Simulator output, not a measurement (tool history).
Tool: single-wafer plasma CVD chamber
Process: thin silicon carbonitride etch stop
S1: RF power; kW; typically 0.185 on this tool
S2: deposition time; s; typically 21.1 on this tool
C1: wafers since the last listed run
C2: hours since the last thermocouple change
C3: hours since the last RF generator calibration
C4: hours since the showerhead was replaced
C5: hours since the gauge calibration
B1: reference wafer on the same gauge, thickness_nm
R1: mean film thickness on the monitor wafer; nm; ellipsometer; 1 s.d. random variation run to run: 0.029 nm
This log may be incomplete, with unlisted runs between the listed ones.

run 1 hour=0.0 | S1=0.185 S2=21.1 | C1=0 C2=1360.5 C3=1286.3 C4=6138.6 C5=426.4 | B1=9.306 | R1=10.878
run 2 hour=29.1 | S1=0.185 S2=21.1 | C1=631 C2=1389.6 C3=1315.4 C4=6167.7 C5=455.5 | B1=9.298 | R1=10.882
run 3 hour=61.4 | S1=0.185 S2=21.1 | C1=701 C2=1421.9 C3=1347.7 C4=6200.0 C5=487.8 | B1=9.288 | R1=10.849
run 4 hour=92.9 | S1=0.185 S2=21.1 | C1=683 C2=1453.4 C3=1379.2 C4=6231.5 C5=519.3 | B1=9.305 | R1=10.925
run 5 hour=114.0 | S1=0.185 S2=21.1 | C1=458 C2=1474.5 C3=1400.3 C4=6252.6 C5=540.4 | B1=9.311 | R1=10.837
run 6 hour=140.7 | S1=0.185 S2=21.1 | C1=579 C2=1501.2 C3=1427.0 C4=6279.3 C5=567.1 | B1=9.308 | R1=10.817
run 7 hour=176.0 | S1=0.185 S2=18.4 | C1=766 C2=1536.5 C3=1462.3 C4=6314.6 C5=602.4 | B1=9.291 | R1=9.420
run 8 hour=192.8 | S1=0.185 S2=18.4 | C1=364 C2=1553.3 C3=1479.1 C4=6331.4 C5=619.2 | B1=9.297 | R1=9.467
run 9 hour=222.6 | S1=0.185 S2=18.4 | C1=646 C2=1583.1 C3=1508.9 C4=6361.2 C5=649.0 | B1=9.288 | R1=9.454
run 10 hour=248.6 | S1=0.185 S2=21.1 | C1=564 C2=1609.1 C3=1534.9 C4=6387.2 C5=675.0 | B1=9.304 | R1=10.757
-- hour=284.7 gauge calibrated
-- hour=326.6 RF generator calibrated
run 11 hour=353.9 | S1=0.185 S2=21.1 | C1=2112 C2=1714.4 C3=27.3 C4=6492.5 C5=69.2 | B1=9.309 | R1=11.070
run 12 hour=377.2 | S1=0.185 S2=21.1 | C1=505 C2=1737.7 C3=50.6 C4=6515.8 C5=92.5 | B1=9.296 | R1=11.018
run 13 hour=410.5 | S1=0.210 S2=22.7 | C1=722 C2=1771.0 C3=83.9 C4=6549.1 C5=125.8 | B1=9.308 | R1=12.484
-- hour=429.8 showerhead replaced
run 14 hour=430.3 | S1=0.175 S2=21.1 | C1=256 C2=1790.8 C3=103.7 C4=0.5 C5=145.6 | B1=9.302 | R1=10.854
run 15 hour=440.4 | S1=0.155 S2=24.4 | C1=219 C2=1800.9 C3=113.8 C4=10.6 C5=155.7 | B1=9.298 | R1=11.857
run 16 hour=465.7 | S1=0.185 S2=21.1 | C1=549 C2=1826.2 C3=139.1 C4=35.9 C5=181.0 | B1=9.299 | R1=11.067
run 17 hour=487.0 | S1=0.200 S2=23.8 | C1=462 C2=1847.5 C3=160.4 C4=57.2 C5=202.3 | B1=9.294 | R1=12.797
run 18 hour=499.3 | S1=0.200 S2=18.1 | C1=266 C2=1859.8 C3=172.7 C4=69.5 C5=214.6 | B1=9.302 | R1=9.732
-- hour=516.8 thermocouple changed; heater temperature recalibrated
run 19 hour=517.3 | S1=0.185 S2=24.5 | C1=217 C2=0.5 C3=190.7 C4=87.5 C5=232.6 | B1=9.298 | R1=12.821
run 20 hour=527.3 | S1=0.205 S2=22.9 | C1=217 C2=10.5 C3=200.7 C4=97.5 C5=242.6 | B1=9.296 | R1=12.488
run 21 hour=553.7 | S1=0.185 S2=18.3 | C1=573 C2=36.9 C3=227.1 C4=123.9 C5=269.0 | B1=9.291 | R1=9.544
run 22 hour=590.4 | S1=0.170 S2=19.7 | C1=796 C2=73.6 C3=263.8 C4=160.6 C5=305.7 | B1=9.307 | R1=9.978
run 23 hour=672.3 | S1=0.195 S2=21.1 | C1=1777 C2=155.5 C3=345.7 C4=242.5 C5=387.6 | B1=9.304 | R1=11.272

Each row is a separate what-if for the run after 23, all from the same tool condition, not one after another. Results?
run A hour=672.7 | S1=0.185 S2=21.1 | C1=8 C2=155.9 C3=346.1 C4=242.9 C5=388.0 | B1=? | R1=?
run B hour=672.7 | S1=0.210 S2=22.8 | C1=8 C2=155.9 C3=346.1 C4=242.9 C5=388.0 | B1=? | R1=?
run C hour=672.7 | S1=0.170 S2=19.5 | C1=8 C2=155.9 C3=346.1 C4=242.9 C5=388.0 | B1=? | R1=?
run D hour=672.7 | S1=0.170 S2=18.7 | C1=8 C2=155.9 C3=346.1 C4=242.9 C5=388.0 | B1=? | R1=?

run=A B1=9.300 R1=10.999
run=B B1=9.300 R1=12.507
run=C B1=9.300 R1=9.811
run=D B1=9.300 R1=9.408
Stripped of hidden state, with their random variation kept, the same runs would have yielded:
run=A R1=11.151
run=B R1=12.681
run=C R1=9.947
run=D R1=9.539
